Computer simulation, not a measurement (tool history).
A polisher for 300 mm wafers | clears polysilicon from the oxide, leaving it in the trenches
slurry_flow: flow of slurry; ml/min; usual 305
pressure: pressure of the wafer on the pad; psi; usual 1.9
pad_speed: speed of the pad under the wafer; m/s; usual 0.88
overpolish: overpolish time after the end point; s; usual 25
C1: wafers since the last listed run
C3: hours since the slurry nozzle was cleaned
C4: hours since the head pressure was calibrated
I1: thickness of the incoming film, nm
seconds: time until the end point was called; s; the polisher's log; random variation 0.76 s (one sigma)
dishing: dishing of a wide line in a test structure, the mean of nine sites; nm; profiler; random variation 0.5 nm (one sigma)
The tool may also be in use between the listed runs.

{"run": 1, "hour": 0.0, "slurry_flow": 305, "pressure": 1.9, "pad_speed": 0.88, "overpolish": 25, "C1": 0, "wafers polished on this pad": 1572, "C3": 749.2, "C4": 31.8, "I1": 366.1, "seconds": 44.7, "dishing": 41.6}
{"run": 2, "hour": 71.8, "slurry_flow": 305, "pressure": 1.9, "pad_speed": 0.88, "overpolish": 25, "C1": 895, "wafers polished on this pad": 2468, "C3": 821, "C4": 103.6, "I1": 364.7, "seconds": 44.5, "dishing": 43}
{"run": 3, "hour": 118.8, "slurry_flow": 305, "pressure": 1.9, "pad_speed": 0.88, "overpolish": 25, "C1": 586, "wafers polished on this pad": 3054, "C3": 868, "C4": 150.6, "I1": 362, "seconds": 44.8, "dishing": 41.9}
{"run": 4, "hour": 175.7, "slurry_flow": 305, "pressure": 1.9, "pad_speed": 0.88, "overpolish": 25, "C1": 709, "wafers polished on this pad": 3764, "C3": 924.9, "C4": 207.5, "I1": 358.5, "seconds": 47, "dishing": 43.1}
{"hour": 234.3, "done": "slurry nozzle cleaned"}
{"run": 5, "hour": 240.5, "slurry_flow": 305, "pressure": 1.9, "pad_speed": 0.88, "overpolish": 25, "C1": 796, "wafers polished on this pad": 4560, "C3": 6.2, "C4": 272.3, "I1": 362.9, "seconds": 47.3, "dishing": 41.9}
{"run": 6, "hour": 322.5, "slurry_flow": 305, "pressure": 1.9, "pad_speed": 0.88, "overpolish": 25, "C1": 1023, "wafers polished on this pad": 5583, "C3": 88.2, "C4": 354.3, "I1": 359.8, "seconds": 47.1, "dishing": 41.2}
{"hour": 379.7, "done": "worn pad replaced by a new one"}
{"run": 7, "hour": 419.6, "slurry_flow": 305, "pressure": 1.9, "pad_speed": 0.88, "overpolish": 25, "C1": 1161, "wafers polished on this pad": 497, "C3": 185.3, "C4": 451.4, "I1": 359.8, "seconds": 43.6, "dishing": 42.4}
{"run": 8, "hour": 497.2, "slurry_flow": 305, "pressure": 2.3, "pad_speed": 0.88, "overpolish": 25, "C1": 968, "wafers polished on this pad": 1465, "C3": 262.9, "C4": 529, "I1": 358.5, "seconds": 37.1, "dishing": 42.5}
{"run": 9, "hour": 571.7, "slurry_flow": 305, "pressure": 2.3, "pad_speed": 0.88, "overpolish": 25, "C1": 929, "wafers polished on this pad": 2395, "C3": 337.4, "C4": 603.5, "I1": 352.6, "seconds": 36.4, "dishing": 43.7}
{"run": 10, "hour": 673.2, "slurry_flow": 305, "pressure": 2.3, "pad_speed": 0.88, "overpolish": 25, "C1": 1266, "wafers polished on this pad": 3661, "C3": 438.9, "C4": 705, "I1": 355.7, "seconds": 37.9, "dishing": 41.8}
{"run": 11, "hour": 777.7, "slurry_flow": 305, "pressure": 1.9, "pad_speed": 0.88, "overpolish": 25, "C1": 1303, "wafers polished on this pad": 4965, "C3": 543.4, "C4": 809.5, "I1": 361.3, "seconds": 47.2, "dishing": 42.2}
{"run": 12, "hour": 870.1, "slurry_flow": 305, "pressure": 1.5, "pad_speed": 0.88, "overpolish": 25, "C1": 1152, "wafers polished on this pad": 6118, "C3": 635.8, "C4": 901.9, "I1": 359.5, "seconds": 61.7, "dishing": 42.2}
{"hour": 905.3, "done": "worn pad replaced by a new one"}
{"run": 13, "hour": 968.2, "slurry_flow": 305, "pressure": 1.5, "pad_speed": 0.88, "overpolish": 25, "C1": 1174, "wafers polished on this pad": 785, "C3": 733.9, "C4": 1000, "I1": 362.3, "seconds": 56.9, "dishing": 42}
{"hour": 1044.2, "done": "head pressure recalibrated"}
{"run": 14, "hour": 1047.8, "slurry_flow": 305, "pressure": 1.9, "pad_speed": 0.88, "overpolish": 25, "C1": 968, "wafers polished on this pad": 1753, "C3": 813.5, "C4": 3.6, "I1": 363.2, "seconds": 44.8, "dishing": 42.4}
{"hour": 1051.8, "done": "slurry nozzle cleaned"}
{"run": 15, "hour": 1114.3, "slurry_flow": 305, "pressure": 1.9, "pad_speed": 0.88, "overpolish": 34, "C1": 817, "wafers polished on this pad": 2570, "C3": 62.5, "C4": 70.1, "I1": 364.9, "seconds": 46.1, "dishing": 42.6}
{"run": 16, "hour": 1196.7, "slurry_flow": 305, "pressure": 1.9, "pad_speed": 0.88, "overpolish": 25, "C1": 1028, "wafers polished on this pad": 3598, "C3": 144.9, "C4": 152.5, "I1": 354.9, "seconds": 45.5, "dishing": 43}
{"run": 17, "hour": 1268.4, "slurry_flow": 305, "pressure": 1.9, "pad_speed": 0.88, "overpolish": 25, "C1": 894, "wafers polished on this pad": 4493, "C3": 216.6, "C4": 224.2, "I1": 362.4, "seconds": 48.3, "dishing": 42.6}
{"run": 18, "hour": 1364.2, "slurry_flow": 305, "pressure": 1.9, "pad_speed": 0.88, "overpolish": 25, "C1": 1195, "wafers polished on this pad": 5688, "C3": 312.4, "C4": 320, "I1": 359.4, "seconds": 47.6, "dishing": 42}
{"run": 19, "hour": 1431.9, "slurry_flow": 305, "pressure": 1.5, "pad_speed": 0.88, "overpolish": 38, "C1": 844, "wafers polished on this pad": 6533, "C3": 380.1, "C4": 387.7, "I1": 363.1, "seconds": 64.5, "dishing": 42.5}
{"run": 20, "hour": 1468.6, "slurry_flow": 305, "pressure": 1.9, "pad_speed": 0.88, "overpolish": 25, "C1": 457, "wafers polished on this pad": 6991, "C3": 416.8, "C4": 424.4, "I1": 360.4, "seconds": 50.8, "dishing": 42.5}
{"hour": 1501.8, "done": "worn pad replaced by a new one"}
{"run": 21, "hour": 1515.4, "slurry_flow": 235, "pressure": 1.9, "pad_speed": 0.88, "overpolish": 25, "C1": 534, "wafers polished on this pad": 169, "C3": 463.6, "C4": 471.2, "I1": 361.5, "seconds": 43.9, "dishing": 43}
{"run": 22, "hour": 1555.7, "slurry_flow": 235, "pressure": 2.4, "pad_speed": 0.66, "overpolish": 15, "C1": 502, "wafers polished on this pad": 672, "C3": 503.9, "C4": 511.5, "I1": 364.1, "seconds": 48.8, "dishing": 39.5}
{"run": 23, "hour": 1607.5, "slurry_flow": 305, "pressure": 1.9, "pad_speed": 0.88, "overpolish": 25, "C1": 646, "wafers polished on this pad": 1319, "C3": 555.7, "C4": 563.3, "I1": 357.9, "seconds": 45.6, "dishing": 42.1}
{"run": 24, "hour": 1660.1, "slurry_flow": 345, "pressure": 1.6, "pad_speed": 1.1, "overpolish": 21, "C1": 656, "wafers polished on this pad": 1975, "C3": 608.3, "C4": 615.9, "I1": 356.3, "seconds": 42.5, "dishing": 41.6}
{"run": 25, "hour": 1718.6, "slurry_flow": 305, "pressure": 1.9, "pad_speed": 0.58, "overpolish": 13, "C1": 729, "wafers polished on this pad": 2705, "C3": 666.8, "C4": 674.4, "I1": 364.4, "seconds": 67.9, "dishing": 33.8}
{"run": 26, "hour": 1809.6, "slurry_flow": 305, "pressure": 2.2, "pad_speed": 0.76, "overpolish": 36, "C1": 1135, "wafers polished on this pad": 3840, "C3": 757.8, "C4": 765.4, "I1": 361.9, "seconds": 45.1, "dishing": 42.8}
{"run": 27, "hour": 1860.6, "slurry_flow": 305, "pressure": 1.9, "pad_speed": 1.18, "overpolish": 25, "C1": 636, "wafers polished on this pad": 4477, "C3": 808.8, "C4": 816.4, "I1": 362, "seconds": 36, "dishing": 42.5}
{"run": 28, "hour": 1912.2, "slurry_flow": 220, "pressure": 1.9, "pad_speed": 0.88, "overpolish": 25, "C1": 643, "wafers polished on this pad": 5120, "C3": 860.4, "C4": 868, "I1": 363.8, "seconds": 50.8, "dishing": 42.3}
{"hour": 1969.8, "done": "slurry nozzle cleaned"}
{"run": 29, "hour": 1985.5, "slurry_flow": 305, "pressure": 1.9, "pad_speed": 0.88, "overpolish": 25, "C1": 902, "wafers polished on this pad": 6022, "C3": 15.7, "C4": 941.3, "I1": 359.2, "seconds": 48.5, "dishing": 42.2}
{"hour": 2045.4, "done": "worn pad replaced by a new one"}
{"run": 30, "hour": 2072.8, "slurry_flow": 255, "pressure": 1.9, "pad_speed": 0.88, "overpolish": 29, "C1": 1039, "wafers polished on this pad": 341, "C3": 103, "C4": 1028.6, "I1": 357.2, "seconds": 45.3, "dishing": 42.9}
{"run": 31, "hour": 2155.9, "slurry_flow": 305, "pressure": 1.9, "pad_speed": 0.76, "overpolish": 25, "C1": 1036, "wafers polished on this pad": 1378, "C3": 186.1, "C4": 1111.7, "I1": 355, "seconds": 50.1, "dishing": 42.9}
{"hour": 2184.1, "done": "head pressure recalibrated"}
{"run": 32, "hour": 2215.1, "slurry_flow": 305, "pressure": 1.9, "pad_speed": 0.88, "overpolish": 25, "C1": 713, "wafers polished on this pad": 2092, "C3": 245.3, "C4": 31, "I1": 360.8, "seconds": 45.8, "dishing": 42.4}
{"run": 33, "hour": 2257.1, "slurry_flow": 305, "pressure": 1.9, "pad_speed": 0.88, "overpolish": 25, "C1": 524, "wafers polished on this pad": 2616, "C3": 287.3, "C4": 73, "I1": 364.5, "seconds": 45.2, "dishing": 42}
{"run": 34, "hour": 2347.3, "slurry_flow": 365, "pressure": 1.9, "pad_speed": 1, "overpolish": 32, "C1": 1125, "wafers polished on this pad": 3741, "C3": 377.5, "C4": 163.2, "I1": 359.4, "seconds": 40.4, "dishing": 42.9}
{"run": 35, "hour": 2501.5, "slurry_flow": 305, "pressure": 1.9, "pad_speed": 0.7, "overpolish": 25, "C1": 1923, "wafers polished on this pad": 5665, "C3": 531.7, "C4": 317.4, "I1": 356.8, "seconds": 61.5, "dishing": 41.4}

What the log doesn't show, run by run:
slurry flow missing at the pad, %: 0 in every run
deviation of the head's pressure from its setpoint, %: 0 in every run
H1: removal rate lost through wear of the pad, %
run=1 H1=0.769
run=2 H1=1.67
run=3 H1=2.47
run=4 H1=3.66
run=5 H1=5.33
run=6 H1=7.89
run=7 H1=0.836
run=8 H1=1.3
run=9 H1=2.18
run=10 H1=4.06
run=11 H1=6.82
run=12 H1=9.95
run=13 H1=0.4
run=14 H1=1.02
run=15 H1=1.92
run=16 H1=3.49
run=17 H1=5.28
run=18 H1=8.29
run=19 H1=10.8
run=20 H1=12.4
run=21 H1=0.321
run=22 H1=0.424
run=23 H1=0.74
run=24 H1=1.27
run=25 H1=2.11
run=26 H1=3.93
run=27 H1=5.23
run=28 H1=6.74
run=29 H1=9.24
run=30 H1=0.839
run=31 H1=1.28
run=32 H1=1.91
run=33 H1=2.52
run=34 H1=4.29
run=35 H1=8.75
